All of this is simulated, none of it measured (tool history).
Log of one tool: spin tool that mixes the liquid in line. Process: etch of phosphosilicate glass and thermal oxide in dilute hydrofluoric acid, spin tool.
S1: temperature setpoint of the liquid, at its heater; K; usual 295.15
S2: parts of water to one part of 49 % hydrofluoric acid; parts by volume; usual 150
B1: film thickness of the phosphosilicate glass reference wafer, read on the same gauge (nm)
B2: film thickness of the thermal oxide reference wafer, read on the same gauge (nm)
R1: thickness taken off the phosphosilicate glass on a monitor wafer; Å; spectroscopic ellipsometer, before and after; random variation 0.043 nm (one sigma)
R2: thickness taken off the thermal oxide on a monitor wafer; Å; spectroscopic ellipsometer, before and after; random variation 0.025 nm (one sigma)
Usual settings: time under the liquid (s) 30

run 1 hour=0 | S1=295.15 S2=150 time_under_the_liquid_(s)=30 | B1=100.02 B2=30.012 | R1=114 R2=7.89
run 2 hour=73.6 | S1=295.15 S2=150 time_under_the_liquid_(s)=30 | B1=99.99 B2=29.976 | R1=113.9 R2=8.64
run 3 hour=128.8 | S1=295.15 S2=150 time_under_the_liquid_(s)=30 | B1=99.99 B2=30.042 | R1=114.9 R2=8.79
run 4 hour=235.4 | S1=295.15 S2=150 time_under_the_liquid_(s)=30 | B1=100.01 B2=30.011 | R1=116 R2=8.67
run 5 hour=277.7 | S1=295.15 S2=150 time_under_the_liquid_(s)=30 | B1=100.03 B2=30.022 | R1=115.6 R2=8.85
run 6 hour=339.3 | S1=295.15 S2=150 time_under_the_liquid_(s)=30 | B1=99.97 B2=29.994 | R1=116.6 R2=8.94
run 7 hour=418.7 | S1=295.15 S2=150 time_under_the_liquid_(s)=30 | B1=100 B2=30.014 | R1=117.6 R2=8.55
run 8 hour=462.9 | S1=296.65 S2=150 time_under_the_liquid_(s)=30 | B1=99.98 B2=29.958 | R1=125.2 R2=8.96
-- hour=510.9 gauge calibrated
-- hour=518.8 thermometer replaced
run 9 hour=522.3 | S1=296.65 S2=150 time_under_the_liquid_(s)=30 | B1=99.99 B2=29.979 | R1=129.4 R2=9.62
run 10 hour=578.7 | S1=296.65 S2=150 time_under_the_liquid_(s)=30 | B1=100.04 B2=30.009 | R1=128.9 R2=9.56
run 11 hour=638.8 | S1=295.15 S2=150 time_under_the_liquid_(s)=45 | B1=99.99 B2=29.993 | R1=183 R2=13.94
run 12 hour=677.8 | S1=295.15 S2=150 time_under_the_liquid_(s)=45 | B1=99.94 B2=29.971 | R1=186.1 R2=13.22
-- hour=712.2 thermometer replaced, repeated, since the last time left the tool worse
run 13 hour=772.4 | S1=295.15 S2=150 time_under_the_liquid_(s)=30 | B1=99.96 B2=30 | R1=112.1 R2=8.32
run 14 hour=864 | S1=295.15 S2=190 time_under_the_liquid_(s)=15 | B1=100.01 B2=30.005 | R1=43.1 R2=3.12
run 15 hour=922.3 | S1=290.65 S2=150 time_under_the_liquid_(s)=15 | B1=100.02 B2=29.998 | R1=47.8 R2=3.6
run 16 hour=1020.7 | S1=295.15 S2=95 time_under_the_liquid_(s)=45 | B1=99.98 B2=29.993 | R1=290.1 R2=21.16
run 17 hour=1070.9 | S1=293.65 S2=185 time_under_the_liquid_(s)=20 | B1=100 B2=29.968 | R1=56.9 R2=4.05
run 18 hour=1163.9 | S1=295.15 S2=150 time_under_the_liquid_(s)=30 | B1=100.01 B2=30.001 | R1=117.6 R2=8.89
run 19 hour=1204.6 | S1=297.15 S2=105 time_under_the_liquid_(s)=25 | B1=99.98 B2=30.002 | R1=158.5 R2=11.39
-- hour=1221.4 hydrofluoric acid flow meter replaced
run 20 hour=1263 | S1=297.15 S2=75 time_under_the_liquid_(s)=45 | B1=99.99 B2=30.007 | R1=416 R2=29.53
run 21 hour=1338.5 | S1=291.65 S2=220 time_under_the_liquid_(s)=30 | B1=99.98 B2=30.003 | R1=65.9 R2=4.71
-- hour=1343.4 thermometer replaced
run 22 hour=1389.5 | S1=295.15 S2=150 time_under_the_liquid_(s)=40 | B1=100.05 B2=29.975 | R1=151.5 R2=11.16
-- hour=1411.2 gauge calibrated
run 23 hour=1484 | S1=297.65 S2=85 time_under_the_liquid_(s)=30 | B1=99.99 B2=29.989 | R1=238.8 R2=18.54
run 24 hour=1547.4 | S1=292.65 S2=105 time_under_the_liquid_(s)=35 | B1=99.98 B2=29.999 | R1=182.7 R2=13.97

Some steps in R1 between neighbouring runs. How much of each would the tool show without its hidden state too (settings, what came in, random variation), and how much is left for the hidden state, with any gauge scatter that isn't in both results?
The hidden state here: liquid hotter than its thermometer reads (K); hydrofluoric acid flow below the setpoint (%); gauge reads high (%).
Run 12 -> 13: time under the liquid (s) 45 -> 30, thermometer replaced, repeated, since the last time left the tool worse. R1 -74 Å: hidden state -16.2, all else -57.8.
Run 19 -> 20: S2 105 -> 75, time under the liquid (s) 25 -> 45, hydrofluoric acid flow meter replaced. R1 +257.5 Å: hidden state +13.6, all else +243.9.
Run 20 -> 21: S1 297.15 -> 291.65, S2 75 -> 220, time under the liquid (s) 45 -> 30. R1 -350.1 Å: hidden state -17, all else -333.1.

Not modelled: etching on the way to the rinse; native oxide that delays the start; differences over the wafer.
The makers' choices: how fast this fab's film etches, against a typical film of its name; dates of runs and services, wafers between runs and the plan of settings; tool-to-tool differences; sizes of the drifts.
